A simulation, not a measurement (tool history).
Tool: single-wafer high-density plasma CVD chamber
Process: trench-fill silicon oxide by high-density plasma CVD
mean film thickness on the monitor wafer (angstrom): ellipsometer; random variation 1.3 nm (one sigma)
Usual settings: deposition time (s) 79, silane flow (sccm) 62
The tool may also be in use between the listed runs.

| run | hour | deposition time (s) | silane flow (sccm) | read-back reference wafer on the same gauge, thickness_nm | mean film thickness on the monitor wafer (angstrom) |
|---|---|---|---|---|---|
| 1 | 0 | 83.4 | 62 | 405.823 | 5290.02 |
| 2 | 40.8 | 83.4 | 62 | 405.78 | 5313.04 |
| 3 | 68.6 | 79 | 62 | 405.74 | 5028.17 |
| 4 | 110.3 | 79 | 62 | 406.162 | 5025.11 |
| 5 | 169 | 90 | 62 | 405.995 | 5715.76 |
| 6 | 237.4 | 90 | 62 | 405.595 | 5735.11 |
| 7 | 299.9 | 90 | 62 | 405.972 | 5757.82 |
|  | 350.9 | gauge calibrated |
| 8 | 424.5 | 79 | 62 | 405.867 | 5056.7 |
| 9 | 454.2 | 79 | 62 | 406.141 | 5070.83 |
| 10 | 516.1 | 79 | 66 | 406.306 | 5398.56 |
| 11 | 582.2 | 86 | 70 | 406.111 | 6251.01 |
| 12 | 638.6 | 86.9 | 74 | 406.006 | 6665.81 |
|  | 655.2 | silane flow controller replaced |
| 13 | 702.5 | 93.8 | 54 | 406.001 | 5026.71 |

Run 14 comes next. What will it give?
| 14 | 770.1 | 79 | 62 | ? | ? |

read-back reference wafer on the same gauge, thickness_nm: 406.426
mean film thickness on the monitor wafer (angstrom): 4836.27
Without the tool's hidden state the same run would have given mean film thickness on the monitor wafer (angstrom) 4826.66.
